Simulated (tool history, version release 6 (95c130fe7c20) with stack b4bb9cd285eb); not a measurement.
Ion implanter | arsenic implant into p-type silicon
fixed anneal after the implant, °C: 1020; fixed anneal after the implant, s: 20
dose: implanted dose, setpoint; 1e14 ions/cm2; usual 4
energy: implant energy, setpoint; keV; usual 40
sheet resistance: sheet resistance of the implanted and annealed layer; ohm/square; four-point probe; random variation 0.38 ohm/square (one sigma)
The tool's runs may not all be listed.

run   hour  dose  energy  read-back reference wafer on the same gauge, sheet resistance  sheet resistance
  1      0     4      40                                                         176.93            184.74
  2   84.1     4      40                                                         176.97            184.31
  3  121.4     4      40                                                         176.93            184.16
  4  162.6     4      40                                                         176.98             184.2
  5  236.5   3.5    44.5                                                            177            201.62
  6    330   3.5    44.5                                                         176.87            200.92
  7  376.7     4      40                                                         177.08            184.29
  8  461.8     4      40                                                         177.12            184.67
     533.3  -- extraction supply calibrated
  9  561.8  5.08      40                                                         176.87            153.18
     625.3  -- gauge calibrated
 10  633.5  5.15    35.5                                                         176.99            154.64
 11  707.8     4    52.5                                                         177.04            177.39
     717.1  -- Faraday cup replaced and dose calibrated
 12    750  3.17      27                                                         177.02             232.3
 13  796.9  2.95    27.5                                                         176.85             244.4
 14  850.7     4      40                                                         177.03            184.24
 15    914     4      40                                                         176.87            184.66
 16  984.9     4      40                                                         177.02            184.55

What the log doesn't show, run by run:
deviation of the true dose from the Faraday cup's reading, %: 0 in every run
deviation of the true energy from its setpoint, %: 0 in every run
gauge reads high (%): 0 in every run
